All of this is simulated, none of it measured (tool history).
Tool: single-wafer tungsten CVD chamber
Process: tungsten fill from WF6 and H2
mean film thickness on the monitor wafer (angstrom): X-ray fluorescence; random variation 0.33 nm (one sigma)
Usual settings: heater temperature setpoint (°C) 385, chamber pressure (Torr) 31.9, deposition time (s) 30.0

run   hour  heater temperature setpoint (°C)  chamber pressure (Torr)  deposition time (s)  read-back reference wafer on the same gauge, thickness_nm  mean film thickness on the monitor wafer (angstrom)
  1    0.0                               385                     31.9                 30.0                                                     65.544                                               750.70
  2   28.5                               385                     36.1                 30.0                                                     65.464                                               806.95
  3   61.4                               385                     36.1                 30.0                                                     65.387                                               799.54
  4   90.4                               385                     28.4                 30.0                                                     65.295                                               700.63
  5  117.2                               385                     28.4                 30.0                                                     65.260                                               701.36
  6  131.9                               385                     28.4                 30.0                                                     65.167                                               696.48
  7  162.0                               390                     31.9                 28.6                                                     65.125                                               772.78
     172.0  -- capacitance manometer re-zeroed and calibrated
  8  197.8                               385                     31.9                 30.0                                                     65.014                                               746.44
     211.4  -- showerhead replaced
     230.9  -- thermocouple changed; heater temperature recalibrated
  9  231.4                               394                     35.5                 28.1                                                     64.898                                               857.81
 10  241.7                               370                     33.9                 30.0                                                     64.838                                               585.93
 11  266.4                               378                     31.9                 35.8                                                     64.727                                               784.06
     282.4  -- gauge calibrated
 12  288.3                               378                     31.9                 35.8                                                     66.005                                               796.61
 13  321.7                               385                     36.0                 26.9                                                     65.924                                               719.76
 14  356.6                               372                     25.8                 35.8                                                     65.779                                               632.73
 15  379.3                               398                     31.9                 30.0                                                     65.703                                               943.30

4 ways to go on from here, each from the tool as it stands after run 15. What would each give?
  A  379.7                               385                     31.9                 30.0                                                          ?                                                    ?
  B  379.7                               381                     31.9                 33.7                                                          ?                                                    ?
  C  379.7                               375                     27.8                 24.4                                                          ?                                                    ?
  D  379.7                               385                     31.9                 24.9                                                          ?                                                    ?

run  read-back reference wafer on the same gauge, thickness_nm  mean film thickness on the monitor wafer (angstrom)
  A                                                     65.827                                               747.33
  B                                                     65.827                                               782.94
  C                                                     65.827                                               470.47
  D                                                     65.827                                               619.81
Without the tool's hidden state the same runs would have given:
run  mean film thickness on the monitor wafer (angstrom)
  A                                               749.46
  B                                               785.17
  C                                               471.81
  D                                               621.57
